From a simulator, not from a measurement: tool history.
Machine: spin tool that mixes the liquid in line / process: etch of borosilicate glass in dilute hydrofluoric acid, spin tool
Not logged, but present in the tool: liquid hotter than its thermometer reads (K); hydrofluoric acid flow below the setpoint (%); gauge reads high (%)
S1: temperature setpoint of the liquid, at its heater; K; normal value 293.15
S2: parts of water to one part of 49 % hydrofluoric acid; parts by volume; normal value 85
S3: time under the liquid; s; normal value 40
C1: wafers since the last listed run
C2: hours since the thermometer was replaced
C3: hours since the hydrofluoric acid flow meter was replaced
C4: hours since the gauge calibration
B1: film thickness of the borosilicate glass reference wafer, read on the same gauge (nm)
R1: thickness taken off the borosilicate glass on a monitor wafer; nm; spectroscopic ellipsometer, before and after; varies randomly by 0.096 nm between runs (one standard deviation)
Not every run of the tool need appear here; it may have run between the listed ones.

| run | hour | S1 | S2 | S3 | C1 | C2 | C3 | C4 | B1 | R1 |
|---|---|---|---|---|---|---|---|---|---|---|
| 1 | 0.0 | 293.15 | 85 | 40 | 0 | 392.3 | 1577.8 | 551.8 | 40.00 | 12.51 |
| 2 | 20.1 | 293.15 | 85 | 40 | 344 | 412.4 | 1597.9 | 571.9 | 39.99 | 12.39 |
| 3 | 54.0 | 293.15 | 85 | 40 | 581 | 446.3 | 1631.8 | 605.8 | 39.98 | 12.49 |
| 4 | 67.8 | 293.15 | 85 | 40 | 236 | 460.1 | 1645.6 | 619.6 | 40.01 | 12.34 |
| 5 | 83.9 | 293.15 | 85 | 40 | 276 | 476.2 | 1661.7 | 635.7 | 40.01 | 12.51 |
| 6 | 101.2 | 290.65 | 85 | 40 | 296 | 493.5 | 1679.0 | 653.0 | 39.97 | 11.38 |
| 7 | 130.6 | 290.65 | 85 | 40 | 504 | 522.9 | 1708.4 | 682.4 | 39.99 | 11.40 |
| 8 | 165.0 | 290.65 | 85 | 40 | 589 | 557.3 | 1742.8 | 716.8 | 40.01 | 11.40 |
| 9 | 188.7 | 293.15 | 85 | 40 | 406 | 581.0 | 1766.5 | 740.5 | 39.99 | 12.59 |
| 10 | 223.9 | 293.15 | 85 | 40 | 603 | 616.2 | 1801.7 | 775.7 | 40.02 | 12.57 |
| 11 | 241.9 | 293.15 | 85 | 55 | 308 | 634.2 | 1819.7 | 793.7 | 39.99 | 17.42 |
| 12 | 267.1 | 293.15 | 85 | 40 | 432 | 659.4 | 1844.9 | 818.9 | 40.02 | 12.53 |
| 13 | 283.4 | 293.15 | 85 | 40 | 279 | 675.7 | 1861.2 | 835.2 | 39.98 | 12.73 |
|  | 292.1 | hydrofluoric acid flow meter replaced |
| 14 | 297.6 | 293.15 | 85 | 40 | 226 | 689.9 | 5.5 | 849.4 | 39.99 | 14.23 |
| 15 | 319.7 | 291.65 | 85 | 40 | 378 | 712.0 | 27.6 | 871.5 | 40.00 | 13.27 |
|  | 345.6 | gauge calibrated |
| 16 | 354.3 | 291.65 | 85 | 40 | 593 | 746.6 | 62.2 | 8.7 | 40.02 | 13.48 |
| 17 | 374.0 | 293.15 | 85 | 40 | 337 | 766.3 | 81.9 | 28.4 | 39.99 | 14.34 |
| 18 | 399.5 | 296.65 | 110 | 50 | 437 | 791.8 | 107.4 | 53.9 | 39.98 | 15.49 |
| 19 | 427.4 | 293.15 | 85 | 40 | 478 | 819.7 | 135.3 | 81.8 | 39.97 | 14.26 |
| 20 | 455.7 | 293.15 | 85 | 40 | 485 | 848.0 | 163.6 | 110.1 | 40.01 | 14.47 |
| 21 | 490.9 | 290.15 | 100 | 55 | 603 | 883.2 | 198.8 | 145.3 | 39.98 | 14.62 |
| 22 | 512.3 | 293.15 | 85 | 40 | 366 | 904.6 | 220.2 | 166.7 | 40.02 | 14.20 |
| 23 | 526.6 | 293.15 | 85 | 40 | 245 | 918.9 | 234.5 | 181.0 | 39.99 | 14.30 |
| 24 | 539.3 | 291.15 | 65 | 40 | 217 | 931.6 | 247.2 | 193.7 | 40.00 | 17.72 |
|  | 546.0 | thermometer replaced |
| 25 | 560.9 | 296.15 | 65 | 25 | 353 | 14.9 | 268.8 | 215.3 | 40.00 | 12.68 |
| 26 | 588.3 | 293.15 | 85 | 45 | 469 | 42.3 | 296.2 | 242.7 | 39.97 | 14.98 |
| 27 | 605.9 | 293.15 | 85 | 15 | 301 | 59.9 | 313.8 | 260.3 | 40.01 | 4.94 |
| 28 | 636.2 | 293.15 | 120 | 45 | 519 | 90.2 | 344.1 | 290.6 | 40.01 | 10.12 |
| 29 | 658.8 | 298.15 | 85 | 40 | 387 | 112.8 | 366.7 | 313.2 | 39.99 | 16.19 |
| 30 | 686.5 | 293.15 | 50 | 55 | 475 | 140.5 | 394.4 | 340.9 | 40.02 | 32.27 |
| 31 | 712.2 | 293.15 | 85 | 40 | 440 | 166.2 | 420.1 | 366.6 | 39.96 | 13.16 |
| 32 | 740.4 | 295.15 | 120 | 40 | 483 | 194.4 | 448.3 | 394.8 | 40.00 | 9.76 |
| 33 | 773.8 | 290.65 | 125 | 40 | 572 | 227.8 | 481.7 | 428.2 | 39.98 | 7.78 |

Predict each of these 4 candidate next runs independently; none follows another, all start after run 33:
| A | 774.2 | 293.15 | 85 | 40 | 6 | 228.2 | 482.1 | 428.6 | ? | ? |
| B | 774.2 | 290.15 | 100 | 15 | 6 | 228.2 | 482.1 | 428.6 | ? | ? |
| C | 774.2 | 293.15 | 85 | 30 | 6 | 228.2 | 482.1 | 428.6 | ? | ? |
| D | 774.2 | 293.15 | 50 | 40 | 6 | 228.2 | 482.1 | 428.6 | ? | ? |

| run | B1 | R1 |
|---|---|---|
| A | 40.01 | 13.11 |
| B | 40.01 | 3.63 |
| C | 40.01 | 9.84 |
| D | 40.01 | 23.28 |
With the hidden condition removed and each run's random variation left untouched, the same runs would have given:
| run | R1 |
|---|---|
| A | 13.15 |
| B | 3.64 |
| C | 9.86 |
| D | 23.28 |
